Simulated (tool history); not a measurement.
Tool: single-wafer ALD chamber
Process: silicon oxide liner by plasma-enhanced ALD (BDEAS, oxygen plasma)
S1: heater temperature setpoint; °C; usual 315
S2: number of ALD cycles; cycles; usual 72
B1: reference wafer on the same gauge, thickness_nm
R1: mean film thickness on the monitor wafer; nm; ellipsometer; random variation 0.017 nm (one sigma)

Run 1, hour 0: usual settings; B1 7.868. Result: R1 6.649 nm.
Run 2, hour 102.7: usual settings; B1 7.871. Result: R1 6.654 nm.
Run 3, hour 157.8: usual settings but S1 305 °C; B1 7.868. Result: R1 6.736 nm.
Run 4, hour 244.5: usual settings; B1 7.867. Result: R1 6.663 nm.
Run 5, hour 337.5: usual settings; B1 7.872. Result: R1 6.637 nm.
Run 6, hour 430.1: usual settings; B1 7.866. Result: R1 6.624 nm.
Run 7, hour 491.9: usual settings; B1 7.872. Result: R1 6.667 nm.
Run 8, hour 555.4: usual settings; B1 7.874. Result: R1 6.637 nm.
Run 9, hour 621.4: usual settings but S2 81 cycles; B1 7.866. Result: R1 7.46 nm.
Run 10, hour 703.2: usual settings but S2 81 cycles; B1 7.871. Result: R1 7.48 nm.
Run 11, hour 782: usual settings; B1 7.871. Result: R1 6.642 nm.
Run 12, hour 842.6: usual settings but S2 66 cycles; B1 7.863. Result: R1 6.066 nm.
Run 13, hour 886.9: usual settings but S2 66 cycles; B1 7.861. Result: R1 6.099 nm.
Run 14, hour 944.4: usual settings but S1 321 °C; B1 7.874. Result: R1 6.593 nm.
Run 15, hour 1012: usual settings; B1 7.873. Result: R1 6.646 nm.
Run 16, hour 1081.2: usual settings but S1 324 °C, S2 65 cycles; B1 7.868. Result: R1 5.937 nm.
Run 17, hour 1170.1: usual settings but S1 328 °C; B1 7.868. Result: R1 6.541 nm.
Run 18, hour 1236.5: usual settings; B1 7.873. Result: R1 6.655 nm.
Run 19, hour 1305.6: usual settings; B1 7.869. Result: R1 6.612 nm.
Run 20, hour 1353.6: usual settings but S1 320 °C; B1 7.868. Result: R1 6.602 nm.
Run 21, hour 1445.2: usual settings but S1 326 °C, S2 63 cycles; B1 7.87. Result: R1 5.722 nm.
Run 22, hour 1497.5: usual settings; B1 7.861. Result: R1 6.661 nm.
Run 23, hour 1581.5: usual settings; B1 7.865. Result: R1 6.655 nm.
Run 24, hour 1674.9: usual settings but S1 305 °C, S2 66 cycles; B1 7.867. Result: R1 6.19 nm.
Run 25, hour 1714.5: usual settings but S1 304 °C, S2 63 cycles; B1 7.872. Result: R1 5.916 nm.
Run 26, hour 1751.5: usual settings but S1 309 °C; B1 7.875. Result: R1 6.715 nm.
Run 27, hour 1810.9: usual settings but S1 310 °C, S2 77 cycles; B1 7.868. Result: R1 7.156 nm.
Run 28, hour 1876.4: usual settings; B1 7.87. Result: R1 6.661 nm.
Run 29, hour 1913.9: usual settings but S1 301 °C; B1 7.873. Result: R1 6.797 nm.
Run 30, hour 1952.7: usual settings but S1 303 °C; B1 7.869. Result: R1 6.731 nm.

Taken out of this log: 2 entries between the listed runs. Where each belongs, and how the hidden state differs across it:
Between runs 9 and 10: gauge calibrated (hour 688.2)
  no hidden state differs between the two runs
Between runs 12 and 13: thermocouple changed; heater temperature recalibrated (hour 861.3)
  no hidden state differs between the two runs

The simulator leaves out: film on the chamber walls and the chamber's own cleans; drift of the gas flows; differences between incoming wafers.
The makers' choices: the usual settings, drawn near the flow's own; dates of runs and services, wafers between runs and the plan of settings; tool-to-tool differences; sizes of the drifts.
